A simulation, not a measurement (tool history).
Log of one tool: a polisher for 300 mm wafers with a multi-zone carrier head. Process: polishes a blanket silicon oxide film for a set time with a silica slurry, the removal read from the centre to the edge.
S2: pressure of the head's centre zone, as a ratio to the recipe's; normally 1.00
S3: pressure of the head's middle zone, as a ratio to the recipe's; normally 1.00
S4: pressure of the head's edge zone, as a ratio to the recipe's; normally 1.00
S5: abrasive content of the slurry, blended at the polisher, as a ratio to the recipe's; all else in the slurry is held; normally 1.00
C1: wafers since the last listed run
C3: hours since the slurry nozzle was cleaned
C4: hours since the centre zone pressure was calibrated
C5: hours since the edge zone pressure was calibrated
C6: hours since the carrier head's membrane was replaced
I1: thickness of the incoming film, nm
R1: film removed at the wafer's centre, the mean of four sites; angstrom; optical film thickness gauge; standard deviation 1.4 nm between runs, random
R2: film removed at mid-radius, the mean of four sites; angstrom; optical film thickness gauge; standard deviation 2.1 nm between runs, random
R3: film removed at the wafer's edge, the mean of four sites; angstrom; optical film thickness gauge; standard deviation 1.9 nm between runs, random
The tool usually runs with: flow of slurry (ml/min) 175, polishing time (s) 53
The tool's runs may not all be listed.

Run 1, hour 0.0: usual settings but flow of slurry (ml/min) 140, S3 0.97, S5 0.85, polishing time (s) 36; C1 0; wafers polished on this pad 773; C3 127.9; C4 307.6; C5 357.5; C6 256.3; I1 1726.6. Result: R1 614 angstrom, R2 635 angstrom, R3 735 angstrom.
Run 2, hour 35.2: usual settings but S2 1.07, S5 1.10; C1 434; wafers polished on this pad 1207; C3 163.1; C4 342.8; C5 392.7; C6 291.5; I1 1683.1. Result: R1 1286 angstrom, R2 1263 angstrom, R3 1354 angstrom.
Run 3, hour 48.0: usual settings but flow of slurry (ml/min) 190; C1 157; wafers polished on this pad 1364; C3 175.9; C4 355.6; C5 405.5; C6 304.3; I1 1709.0. Result: R1 1204 angstrom, R2 1244 angstrom, R3 1315 angstrom.
Run 4, hour 75.4: usual settings; C1 337; wafers polished on this pad 1702; C3 203.3; C4 383.0; C5 432.9; C6 331.7; I1 1695.5. Result: R1 1063 angstrom, R2 1103 angstrom, R3 1223 angstrom.
Run 5, hour 101.8: usual settings but flow of slurry (ml/min) 220, S2 1.11, S3 0.90; C1 325; wafers polished on this pad 2028; C3 229.7; C4 409.4; C5 459.3; C6 358.1; I1 1716.9. Result: R1 1360 angstrom, R2 1199 angstrom, R3 1305 angstrom.
Run 6, hour 120.2: usual settings but S5 1.15, polishing time (s) 70; C1 226; wafers polished on this pad 2255; C3 248.1; C4 427.8; C5 477.7; C6 376.5; I1 1711.4. Result: R1 1339 angstrom, R2 1454 angstrom, R3 1630 angstrom.
Run 7, hour 154.4: usual settings; C1 421; wafers polished on this pad 2676; C3 282.3; C4 462.0; C5 511.9; C6 410.7; I1 1698.7. Result: R1 899 angstrom, R2 965 angstrom, R3 1121 angstrom.
At hour 163.5: worn pad replaced by a new one.
Run 8, hour 183.6: usual settings but S3 0.91; C1 310; wafers polished on this pad 247; C3 311.5; C4 491.2; C5 541.1; C6 439.9; I1 1692.5. Result: R1 837 angstrom, R2 848 angstrom, R3 1110 angstrom.
Run 9, hour 202.1: usual settings but S2 0.94, S3 0.91, S5 1.30, polishing time (s) 65; C1 228; wafers polished on this pad 475; C3 330.0; C4 509.7; C5 559.6; C6 458.4; I1 1707.1. Result: R1 1033 angstrom, R2 1131 angstrom, R3 1515 angstrom.
Run 10, hour 226.5: usual settings but flow of slurry (ml/min) 140, S3 0.97, S5 0.85, polishing time (s) 36; C1 300; wafers polished on this pad 776; C3 354.4; C4 534.1; C5 584.0; C6 482.8; I1 1688.9. Result: R1 281 angstrom, R2 352 angstrom, R3 568 angstrom.
Run 11, hour 251.2: usual settings but S3 1.11, S4 1.05; C1 304; wafers polished on this pad 1081; C3 379.1; C4 558.8; C5 608.7; C6 507.5; I1 1689.9. Result: R1 725 angstrom, R2 916 angstrom, R3 1065 angstrom.
Run 12, hour 265.3: usual settings but S4 0.91; C1 173; wafers polished on this pad 1255; C3 393.2; C4 572.9; C5 622.8; C6 521.6; I1 1683.7. Result: R1 717 angstrom, R2 838 angstrom, R3 1006 angstrom.
Run 13, hour 291.3: usual settings; C1 320; wafers polished on this pad 1575; C3 419.2; C4 598.9; C5 648.8; C6 547.6; I1 1674.6. Result: R1 685 angstrom, R2 790 angstrom, R3 1035 angstrom.
Run 14, hour 313.0: usual settings but flow of slurry (ml/min) 135, S2 0.97, S3 1.06, S5 1.15; C1 267; wafers polished on this pad 1843; C3 440.9; C4 620.6; C5 670.5; C6 569.3; I1 1677.1. Result: R1 313 angstrom, R2 492 angstrom, R3 877 angstrom.
Run 15, hour 329.1: usual settings but S2 0.89, S4 1.08, polishing time (s) 36; C1 198; wafers polished on this pad 2041; C3 457.0; C4 636.7; C5 686.6; C6 585.4; I1 1681.9. Result: R1 390 angstrom, R2 516 angstrom, R3 706 angstrom.
At hour 349.4: slurry nozzle cleaned.
Run 16, hour 355.0: usual settings; C1 307; wafers polished on this pad 2348; C3 5.6; C4 662.6; C5 712.5; C6 611.3; I1 1684.9. Result: R1 1533 angstrom, R2 1536 angstrom, R3 1473 angstrom.
Run 17, hour 379.4: usual settings but S5 1.20, polishing time (s) 58; C1 300; wafers polished on this pad 2649; C3 30.0; C4 687.0; C5 736.9; C6 635.7; I1 1703.7. Result: R1 1751 angstrom, R2 1763 angstrom, R3 1734 angstrom.
Run 18, hour 392.2: usual settings but S2 0.91, polishing time (s) 44; C1 157; wafers polished on this pad 2807; C3 42.8; C4 699.8; C5 749.7; C6 648.5; I1 1723.2. Result: R1 1088 angstrom, R2 1228 angstrom, R3 1204 angstrom.
Run 19, hour 404.6: usual settings but flow of slurry (ml/min) 220, S2 0.89, polishing time (s) 62; C1 152; wafers polished on this pad 2960; C3 55.2; C4 712.2; C5 762.1; C6 660.9; I1 1684.4. Result: R1 1641 angstrom, R2 1830 angstrom, R3 1810 angstrom.
At hour 414.2: worn pad replaced by a new one.
Run 20, hour 417.6: usual settings but flow of slurry (ml/min) 150, S4 0.93; C1 110; wafers polished on this pad 41; C3 68.2; C4 725.2; C5 775.1; C6 673.9; I1 1673.0. Result: R1 1291 angstrom, R2 1303 angstrom, R3 1319 angstrom.
Run 21, hour 444.2: usual settings but S4 1.11; C1 327; wafers polished on this pad 369; C3 94.8; C4 751.8; C5 801.7; C6 700.5; I1 1683.8. Result: R1 1371 angstrom, R2 1371 angstrom, R3 1479 angstrom.

Describe how what the log doesn't record of the tool's condition differs between the last listed run preceding each entry between runs and the first listed run following it.
From run 7 to run 8: worn pad replaced by a new one (hour 163.5)
  slurry flow missing at the pad, %: 40.3 -> 41.4
  measured value less the no-hidden-state value, R1: -672 -> -723 angstrom; R2: -584 -> -583 angstrom; R3: -387 -> -424 angstrom
From run 15 to run 16: slurry nozzle cleaned (hour 349.4)
  slurry flow missing at the pad, %: 44.4 -> 5.46
  measured value less the no-hidden-state value, R1: -554 -> -32 angstrom; R2: -552 -> -29 angstrom; R3: -369 -> -19 angstrom
From run 19 to run 20: worn pad replaced by a new one (hour 414.2)
  slurry flow missing at the pad, %: 16 -> 18.3
  measured value less the no-hidden-state value, R1: -89 -> -178 angstrom; R2: -89 -> -155 angstrom; R3: -65 -> -105 angstrom
